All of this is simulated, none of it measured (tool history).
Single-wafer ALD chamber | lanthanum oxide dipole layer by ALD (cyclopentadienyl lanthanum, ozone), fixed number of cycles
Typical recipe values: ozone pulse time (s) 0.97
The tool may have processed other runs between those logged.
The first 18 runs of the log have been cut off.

run    hour  ozone pulse time (s)  wafers since the last listed run  hours since the last thermocouple change  hours since the last ozone generator service  hours since the showerhead was replaced  hours since the gauge calibration  read-back reference wafer on the same gauge, thickness_nm  mean film thickness on the monitor wafer (Å)
 19  1103.4                  0.97                               561                                     459.1                                         106.0                                   3885.6                              359.5                                                      0.524                                          5.16
 20  1162.5                  1.15                              1128                                     518.2                                         165.1                                   3944.7                              418.6                                                      0.524                                          5.48
 21  1188.4                  0.82                               494                                     544.1                                         191.0                                   3970.6                              444.5                                                      0.524                                          4.69
     1197.0  -- showerhead replaced
 22  1252.6                  0.97                              1072                                     608.3                                         255.2                                     55.6                              508.7                                                      0.524                                          5.15
 23  1318.9                  0.97                              1265                                     674.6                                         321.5                                    121.9                              575.0                                                      0.524                                          5.14
 24  1361.3                  0.97                               809                                     717.0                                         363.9                                    164.3                              617.4                                                      0.524                                          5.15
 25  1432.6                  0.97                              1361                                     788.3                                         435.2                                    235.6                              688.7                                                      0.525                                          5.16
 26  1457.7                  1.23                               479                                     813.4                                         460.3                                    260.7                              713.8                                                      0.524                                          5.63
     1610.9  -- thermocouple changed; heater temperature recalibrated
 27  1655.7                  0.65                              3627                                      44.8                                         658.3                                    458.7                              911.8                                                      0.524                                          3.86
 28  1710.4                  1.32                              1044                                      99.5                                         713.0                                    513.4                              966.5                                                      0.524                                          5.71
 29  1779.7                  1.35                              1322                                     168.8                                         782.3                                    582.7                             1035.8                                                      0.524                                          5.73
 30  1819.7                  0.97                               763                                     208.8                                         822.3                                    622.7                             1075.8                                                      0.524                                          5.17
 31  1857.9                  0.87                               729                                     247.0                                         860.5                                    660.9                             1114.0                                                      0.524                                          4.87
 32  1891.9                  1.33                               649                                     281.0                                         894.5                                    694.9                             1148.0                                                      0.524                                          5.70
 33  1959.3                  0.73                              1286                                     348.4                                         961.9                                    762.3                             1215.4                                                      0.524                                          4.29
 34  2015.9                  1.09                              1080                                     405.0                                        1018.5                                    818.9                             1272.0                                                      0.524                                          5.42

Consider 3 possible next runs. They are alternatives, not a sequence: every one starts from the tool as it was left by run 34. What does each give?
  A  2016.3                  0.97                                 7                                     405.4                                        1018.9                                    819.3                             1272.4                                                          ?                                             ?
  B  2016.3                  0.59                                 7                                     405.4                                        1018.9                                    819.3                             1272.4                                                          ?                                             ?
  C  2016.3                  0.71                                 7                                     405.4                                        1018.9                                    819.3                             1272.4                                                          ?                                             ?

run  read-back reference wafer on the same gauge, thickness_nm  mean film thickness on the monitor wafer (Å)
  A                                                      0.524                                          5.16
  B                                                      0.524                                          3.47
  C                                                      0.524                                          4.21
Without the tool's unlogged condition, the same runs would have read:
run  mean film thickness on the monitor wafer (Å)
  A                                          5.16
  B                                          3.47
  C                                          4.21
